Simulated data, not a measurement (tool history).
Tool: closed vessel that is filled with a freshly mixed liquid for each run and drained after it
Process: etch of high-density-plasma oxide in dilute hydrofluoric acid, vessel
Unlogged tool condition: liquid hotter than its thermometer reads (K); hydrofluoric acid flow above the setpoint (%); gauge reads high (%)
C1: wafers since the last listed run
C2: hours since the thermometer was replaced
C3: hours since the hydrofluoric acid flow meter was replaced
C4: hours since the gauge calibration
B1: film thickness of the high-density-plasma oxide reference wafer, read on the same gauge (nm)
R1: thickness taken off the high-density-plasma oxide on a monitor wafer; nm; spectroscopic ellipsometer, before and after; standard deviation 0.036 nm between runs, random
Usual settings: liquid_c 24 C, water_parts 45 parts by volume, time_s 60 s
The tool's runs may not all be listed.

{"run": 1, "hour": 0.0, "liquid_c": 21.5, "water_parts": 35, "time_s": 60, "C1": 0, "C2": 343, "C3": 476.2, "C4": 564, "B1": 82.23, "R1": 14.03}
{"run": 2, "hour": 25.0, "liquid_c": 21, "water_parts": 45, "time_s": 60, "C1": 1597, "C2": 368, "C3": 501.2, "C4": 589, "B1": 82.24, "R1": 10.53}
{"run": 3, "hour": 37.8, "liquid_c": 21, "water_parts": 45, "time_s": 60, "C1": 817, "C2": 380.8, "C3": 514, "C4": 601.8, "B1": 82.3, "R1": 10.49}
{"run": 4, "hour": 59.0, "liquid_c": 24, "water_parts": 45, "time_s": 60, "C1": 1354, "C2": 402, "C3": 535.2, "C4": 623, "B1": 82.32, "R1": 11.88}
{"run": 5, "hour": 125.2, "liquid_c": 24, "water_parts": 45, "time_s": 60, "C1": 4230, "C2": 468.2, "C3": 601.4, "C4": 689.2, "B1": 82.38, "R1": 11.95}
{"run": 6, "hour": 150.5, "liquid_c": 24, "water_parts": 45, "time_s": 60, "C1": 1616, "C2": 493.5, "C3": 626.7, "C4": 714.5, "B1": 82.39, "R1": 11.96}
{"run": 7, "hour": 175.5, "liquid_c": 24, "water_parts": 45, "time_s": 60, "C1": 1597, "C2": 518.5, "C3": 651.7, "C4": 739.5, "B1": 82.39, "R1": 11.95}
{"run": 8, "hour": 208.0, "liquid_c": 24, "water_parts": 45, "time_s": 60, "C1": 2076, "C2": 551, "C3": 684.2, "C4": 772, "B1": 82.37, "R1": 11.92}
{"run": 9, "hour": 237.4, "liquid_c": 24, "water_parts": 45, "time_s": 60, "C1": 1878, "C2": 580.4, "C3": 713.6, "C4": 801.4, "B1": 82.43, "R1": 11.89}
{"run": 10, "hour": 260.5, "liquid_c": 24, "water_parts": 45, "time_s": 60, "C1": 1476, "C2": 603.5, "C3": 736.7, "C4": 824.5, "B1": 82.41, "R1": 11.99}
{"hour": 274.1, "done": "gauge calibrated"}
{"run": 11, "hour": 289.8, "liquid_c": 24, "water_parts": 45, "time_s": 60, "C1": 1872, "C2": 632.8, "C3": 766, "C4": 15.7, "B1": 80.01, "R1": 11.62}
{"run": 12, "hour": 313.7, "liquid_c": 24, "water_parts": 45, "time_s": 60, "C1": 1527, "C2": 656.7, "C3": 789.9, "C4": 39.6, "B1": 80.21, "R1": 11.63}
{"run": 13, "hour": 327.7, "liquid_c": 24, "water_parts": 45, "time_s": 60, "C1": 894, "C2": 670.7, "C3": 803.9, "C4": 53.6, "B1": 80.32, "R1": 11.63}
{"run": 14, "hour": 353.0, "liquid_c": 24, "water_parts": 45, "time_s": 60, "C1": 1616, "C2": 696, "C3": 829.2, "C4": 78.9, "B1": 80.49, "R1": 11.67}
{"run": 15, "hour": 369.4, "liquid_c": 24, "water_parts": 45, "time_s": 60, "C1": 1048, "C2": 712.4, "C3": 845.6, "C4": 95.3, "B1": 80.6, "R1": 11.65}
{"hour": 385.0, "done": "thermometer replaced"}
{"hour": 385.0, "done": "hydrofluoric acid flow meter replaced"}
{"run": 16, "hour": 401.0, "liquid_c": 24, "water_parts": 45, "time_s": 60, "C1": 1953, "C2": 16, "C3": 16, "C4": 126.9, "B1": 80.79, "R1": 11.69}
{"run": 17, "hour": 422.4, "liquid_c": 29, "water_parts": 50, "time_s": 90, "C1": 1367, "C2": 37.4, "C3": 37.4, "C4": 148.3, "B1": 80.94, "R1": 19.26}
{"run": 18, "hour": 438.0, "liquid_c": 20, "water_parts": 45, "time_s": 30, "C1": 996, "C2": 53, "C3": 53, "C4": 163.9, "B1": 80.97, "R1": 4.97}
{"run": 19, "hour": 461.0, "liquid_c": 24, "water_parts": 45, "time_s": 60, "C1": 1469, "C2": 76, "C3": 76, "C4": 186.9, "B1": 81.09, "R1": 11.72}
{"run": 20, "hour": 479.5, "liquid_c": 20, "water_parts": 45, "time_s": 40, "C1": 1182, "C2": 94.5, "C3": 94.5, "C4": 205.4, "B1": 81.18, "R1": 6.62}
{"run": 21, "hour": 501.9, "liquid_c": 27.5, "water_parts": 60, "time_s": 45, "C1": 1431, "C2": 116.9, "C3": 116.9, "C4": 227.8, "B1": 81.28, "R1": 7.47}
{"run": 22, "hour": 534.7, "liquid_c": 21, "water_parts": 25, "time_s": 75, "C1": 2096, "C2": 149.7, "C3": 149.7, "C4": 260.6, "B1": 81.43, "R1": 23.91}
{"run": 23, "hour": 555.8, "liquid_c": 24, "water_parts": 45, "time_s": 60, "C1": 1348, "C2": 170.8, "C3": 170.8, "C4": 281.7, "B1": 81.48, "R1": 11.78}
{"run": 24, "hour": 586.8, "liquid_c": 24, "water_parts": 60, "time_s": 60, "C1": 1981, "C2": 201.8, "C3": 201.8, "C4": 312.7, "B1": 81.57, "R1": 8.61}
{"run": 25, "hour": 610.6, "liquid_c": 24, "water_parts": 45, "time_s": 60, "C1": 1520, "C2": 225.6, "C3": 225.6, "C4": 336.5, "B1": 81.64, "R1": 11.79}
{"run": 26, "hour": 646.0, "liquid_c": 24, "water_parts": 55, "time_s": 80, "C1": 2262, "C2": 261, "C3": 261, "C4": 371.9, "B1": 81.73, "R1": 12.68}
{"run": 27, "hour": 669.3, "liquid_c": 27.5, "water_parts": 60, "time_s": 45, "C1": 1488, "C2": 284.3, "C3": 284.3, "C4": 395.2, "B1": 81.78, "R1": 7.56}
{"run": 28, "hour": 684.6, "liquid_c": 24, "water_parts": 45, "time_s": 60, "C1": 977, "C2": 299.6, "C3": 299.6, "C4": 410.5, "B1": 81.8, "R1": 11.83}
{"run": 29, "hour": 707.0, "liquid_c": 27.5, "water_parts": 30, "time_s": 30, "C1": 1431, "C2": 322, "C3": 322, "C4": 432.9, "B1": 81.81, "R1": 10.46}
{"run": 30, "hour": 740.6, "liquid_c": 20.5, "water_parts": 25, "time_s": 75, "C1": 2147, "C2": 355.6, "C3": 355.6, "C4": 466.5, "B1": 81.84, "R1": 23.44}
{"run": 31, "hour": 767.4, "liquid_c": 21, "water_parts": 60, "time_s": 60, "C1": 1712, "C2": 382.4, "C3": 382.4, "C4": 493.3, "B1": 81.95, "R1": 7.72}
{"run": 32, "hour": 796.9, "liquid_c": 27, "water_parts": 25, "time_s": 50, "C1": 1885, "C2": 411.9, "C3": 411.9, "C4": 522.8, "B1": 82.01, "R1": 20.7}
{"run": 33, "hour": 815.1, "liquid_c": 21.5, "water_parts": 45, "time_s": 60, "C1": 1163, "C2": 430.1, "C3": 430.1, "C4": 541, "B1": 81.95, "R1": 10.7}

Take each entry between the runs: how does the hidden state at the last listed run before it differ from the hidden state at the first listed run after it?
Between runs 10 and 11: gauge calibrated (hour 274.1)
  gauge reads high (%): 3.03 -> -0.00614
  measured minus no-state result, R1: +0.36 -> +0 nm
Between runs 15 and 16: thermometer replaced (hour 385); hydrofluoric acid flow meter replaced (hour 385)
  gauge reads high (%): 0.757 -> 0.999
  measured minus no-state result, R1: +0.09 -> +0.11 nm

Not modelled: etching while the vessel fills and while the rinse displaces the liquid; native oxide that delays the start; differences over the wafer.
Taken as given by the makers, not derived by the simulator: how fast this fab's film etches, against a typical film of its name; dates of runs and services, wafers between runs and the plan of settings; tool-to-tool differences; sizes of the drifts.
